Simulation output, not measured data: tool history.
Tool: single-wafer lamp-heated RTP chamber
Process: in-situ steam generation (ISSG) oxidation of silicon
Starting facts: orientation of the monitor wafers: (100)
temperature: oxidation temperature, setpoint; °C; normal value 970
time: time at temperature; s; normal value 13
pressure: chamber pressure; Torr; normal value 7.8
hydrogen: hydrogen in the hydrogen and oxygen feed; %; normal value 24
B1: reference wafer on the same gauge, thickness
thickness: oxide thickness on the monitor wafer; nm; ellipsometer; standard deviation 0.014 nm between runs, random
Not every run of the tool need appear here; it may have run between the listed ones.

Run 1, hour 0.0: usual settings but temperature 956 °C, time 10 s; B1 4.291. Result: thickness 3.736 nm.
At hour 65.0: pyrometer window cleaned and pyrometer calibrated.
Run 2, hour 94.5: usual settings but temperature 956 °C, time 10 s; B1 4.291. Result: thickness 3.772 nm.
Run 3, hour 182.8: usual settings but time 15 s; B1 4.289. Result: thickness 4.574 nm.
Run 4, hour 239.5: usual settings but time 15 s; B1 4.292. Result: thickness 4.606 nm.
Run 5, hour 298.3: usual settings; B1 4.288. Result: thickness 4.334 nm.
Run 6, hour 402.7: usual settings; B1 4.287. Result: thickness 4.344 nm.
Run 7, hour 498.0: usual settings; B1 4.289. Result: thickness 4.349 nm.
Run 8, hour 554.7: usual settings; B1 4.288. Result: thickness 4.344 nm.
Run 9, hour 638.2: usual settings; B1 4.292. Result: thickness 4.381 nm.
Run 10, hour 708.7: usual settings; B1 4.287. Result: thickness 4.410 nm.
At hour 730.0: pyrometer window cleaned and pyrometer calibrated, repeated, since the last time left the tool worse.
Run 11, hour 778.1: usual settings but time 10 s; B1 4.293. Result: thickness 3.821 nm.
Run 12, hour 839.9: usual settings but hydrogen 20 %; B1 4.292. Result: thickness 4.056 nm.
At hour 887.8: gauge calibrated.
Run 13, hour 935.1: usual settings but pressure 8.3 Torr; B1 4.286. Result: thickness 4.230 nm.
Run 14, hour 1007.2: usual settings but temperature 988 °C, pressure 8.5 Torr; B1 4.289. Result: thickness 4.499 nm.
Run 15, hour 1105.8: usual settings but pressure 7.4 Torr, hydrogen 28 %; B1 4.290. Result: thickness 4.470 nm.
Run 16, hour 1153.4: usual settings but temperature 984 °C; B1 4.295. Result: thickness 4.472 nm.
Run 17, hour 1203.1: usual settings but temperature 982 °C, pressure 8.9 Torr, hydrogen 17 %; B1 4.286. Result: thickness 4.084 nm.
At hour 1293.0: hydrogen flow controller replaced.
At hour 1371.8: pyrometer window cleaned and pyrometer calibrated.
Run 18, hour 1474.3: usual settings but hydrogen 32 %; B1 4.293. Result: thickness 4.577 nm.
At hour 1525.2: pressure gauge zeroed.
Run 19, hour 1537.5: usual settings but time 17 s, hydrogen 32 %; B1 4.288. Result: thickness 5.129 nm.
Run 20, hour 1642.3: usual settings but temperature 962 °C, time 11 s, hydrogen 32 %; B1 4.286. Result: thickness 4.241 nm.
Run 21, hour 1723.5: usual settings; B1 4.289. Result: thickness 4.258 nm.
Run 22, hour 1785.6: usual settings but temperature 984 °C; B1 4.287. Result: thickness 4.466 nm.
At hour 1859.5: pyrometer window cleaned and pyrometer calibrated.
Run 23, hour 1875.9: usual settings but temperature 951 °C, time 17 s; B1 4.284. Result: thickness 4.472 nm.
Run 24, hour 1945.3: usual settings; B1 4.287. Result: thickness 4.236 nm.
Run 25, hour 2021.8: usual settings but temperature 988 °C, time 8 s; B1 4.295. Result: thickness 3.709 nm.
Run 26, hour 2125.4: usual settings but pressure 7.1 Torr; B1 4.292. Result: thickness 4.259 nm.
Run 27, hour 2232.9: usual settings but hydrogen 15 %; B1 4.286. Result: thickness 3.809 nm.
Run 28, hour 2278.0: usual settings; B1 4.287. Result: thickness 4.251 nm.
Run 29, hour 2349.1: usual settings but time 12 s, pressure 8.7 Torr; B1 4.291. Result: thickness 4.124 nm.
At hour 2411.1: pyrometer window cleaned and pyrometer calibrated.
Run 30, hour 2415.7: usual settings but hydrogen 16 %; B1 4.292. Result: thickness 3.823 nm.

5 options for the next run, each taken on its own from the tool as it stands now. Forecast them:
Run A, hour 2416.1: usual settings; B1 ?. Result: thickness ?.
Run B, hour 2416.1: usual settings but hydrogen 29 %; B1 ?. Result: thickness ?.
Run C, hour 2416.1: usual settings but temperature 953 °C; B1 ?. Result: thickness ?.
Run D, hour 2416.1: usual settings but temperature 952 °C, time 18 s, pressure 8.4 Torr, hydrogen 27 %; B1 ?. Result: thickness ?.
Run E, hour 2416.1: usual settings but temperature 975 °C, time 17 s, pressure 7.4 Torr, hydrogen 28 %; B1 ?. Result: thickness ?.

run     B1  thickness
  A  4.291      4.244
  B  4.291      4.469
  C  4.291      4.051
  D  4.291      4.697
  E  4.291      5.004
What these runs would have given with no unlogged condition in the tool:
run  thickness
  A      4.237
  B      4.461
  C      4.046
  D      4.690
  E      4.995
